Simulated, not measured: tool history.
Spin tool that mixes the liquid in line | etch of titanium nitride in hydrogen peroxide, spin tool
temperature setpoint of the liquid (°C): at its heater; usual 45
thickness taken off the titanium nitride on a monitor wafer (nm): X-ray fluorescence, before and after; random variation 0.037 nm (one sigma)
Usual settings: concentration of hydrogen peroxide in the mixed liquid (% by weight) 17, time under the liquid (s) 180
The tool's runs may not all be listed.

run     day  temperature setpoint of the liquid (°C)  concentration of hydrogen peroxide in the mixed liquid (% by weight)  time under the liquid (s)  wafers since the last listed run  hours since the thermometer was replaced  hours since the peroxide flow meter was replaced  hours since the heated supply line was repaired  hours since the drum of peroxide was connected  hours since the gauge calibration  read-back film thickness of the titanium nitride reference wafer, read on the same gauge (nm)  thickness taken off the titanium nitride on a monitor wafer (nm)
  1       0                                       45                                                                    17                        255                                 0                                    2100.3                                             813.5                                            115.8                                          1179.9                             1004.8                                                                                          69.99                                                             13.11
  2   2.617                                       45                                                                    17                        180                               370                                    2163.1                                             876.3                                            178.6                                          1242.7                             1067.6                                                                                          70.01                                                              9.36
  3   4.083                                       45                                                                    17                        180                               207                                    2198.3                                             911.5                                            213.8                                          1277.9                             1102.8                                                                                          70.03                                                              9.25
  4   5.121                                       45                                                                    17                        180                               146                                    2223.2                                             936.4                                            238.7                                          1302.8                             1127.7                                                                                             70                                                              9.24
  5   7.271                                       45                                                                    17                        180                               304                                    2274.8                                               988                                            290.3                                          1354.4                             1179.3                                                                                          69.99                                                              9.32
  6   8.879                                       45                                                                    17                        180                               227                                    2313.4                                            1026.6                                            328.9                                            1393                             1217.9                                                                                          70.02                                                              9.32
  7   10.35                                       45                                                                    17                        180                               208                                    2348.7                                            1061.9                                            364.2                                          1428.3                             1253.2                                                                                             70                                                              9.24
  8  11.775                                       45                                                                    17                        180                               201                                    2382.9                                            1096.1                                            398.4                                          1462.5                             1287.4                                                                                          70.01                                                              9.28
     12.067  -- new drum of peroxide connected
  9  13.667                                     40.5                                                                  12.5                        255                               261                                    2428.3                                            1141.5                                            443.8                                            38.4                             1332.8                                                                                          69.99                                                              8.77
     15.617  -- gauge calibrated
 10  16.196                                     35.5                                                                    17                        180                               357                                      2489                                            1202.2                                            504.5                                            99.1                               13.9                                                                                          69.99                                                              4.48
 11  17.754                                       45                                                                    17                        180                               220                                    2526.4                                            1239.6                                            541.9                                           136.5                               51.3                                                                                             70                                                              9.32
 12  20.571                                       45                                                                    21                        135                               398                                      2594                                            1307.2                                            609.5                                           204.1                              118.9                                                                                          69.99                                                              7.24
 13  22.183                                       42                                                                    17                        180                               228                                    2632.7                                            1345.9                                            648.2                                           242.8                              157.6                                                                                          69.99                                                               7.4
 14  23.346                                       45                                                                    17                        150                               164                                    2660.6                                            1373.8                                            676.1                                           270.7                              185.5                                                                                             70                                                              7.74
     24.592  -- heated supply line repaired
 15  24.738                                     40.5                                                                  12.5                        255                               190                                      2694                                            1407.2                                              3.5                                           304.1                              218.9                                                                                          70.01                                                              8.86
     25.129  -- thermometer replaced
 16  27.388                                       45                                                                    15                        180                               368                                      54.2                                            1470.8                                             67.1                                           367.7                              282.5                                                                                             70                                                              9.04
 17  28.767                                       45                                                                    19                        150                               195                                      87.3                                            1503.9                                            100.2                                           400.8                              315.6                                                                                          70.01                                                              7.91
     29.446  -- peroxide flow meter replaced
 18  30.958                                       45                                                                    17                        180                               304                                     139.9                                              36.3                                            152.8                                           453.4                              368.2                                                                                          70.04                                                              9.31
 19  33.929                                     35.5                                                                    17                        180                               420                                     211.2                                             107.6                                            224.1                                           524.7                              439.5                                                                                          69.99                                                              4.43
 20  35.396                                       45                                                                    17                        260                               207                                     246.4                                             142.8                                            259.3                                           559.9                              474.7                                                                                          70.01                                                             13.42
 21   37.65                                       45                                                                    17                        180                               318                                     300.5                                             196.9                                            313.4                                             614                              528.8                                                                                          69.99                                                              9.25
 22  39.721                                       45                                                                    17                        245                               292                                     350.2                                             246.6                                            363.1                                           663.7                              578.5                                                                                          69.99                                                             12.59
 23  42.367                                     51.5                                                                  18.5                        180                               374                                     413.7                                             310.1                                            426.6                                           727.2                                642                                                                                          69.99                                                              15.3
 24   44.95                                     51.5                                                                    13                        100                               365                                     475.7                                             372.1                                            488.6                                           789.2                                704                                                                                          70.01                                                              7.85
 25  47.042                                       38                                                                  20.5                        145                               295                                     525.9                                             422.3                                            538.8                                           839.4                              754.2                                                                                          69.97                                                              4.56

What the log doesn't show, run by run:
liquid hotter than its thermometer reads (K): 0 in every run
peroxide flow below the setpoint (%): 0 in every run
temperature lost on the way to the wafer (K): 0 in every run
peroxide weaker than its label (%): 0 in every run
gauge reads high (%): 0 in every run

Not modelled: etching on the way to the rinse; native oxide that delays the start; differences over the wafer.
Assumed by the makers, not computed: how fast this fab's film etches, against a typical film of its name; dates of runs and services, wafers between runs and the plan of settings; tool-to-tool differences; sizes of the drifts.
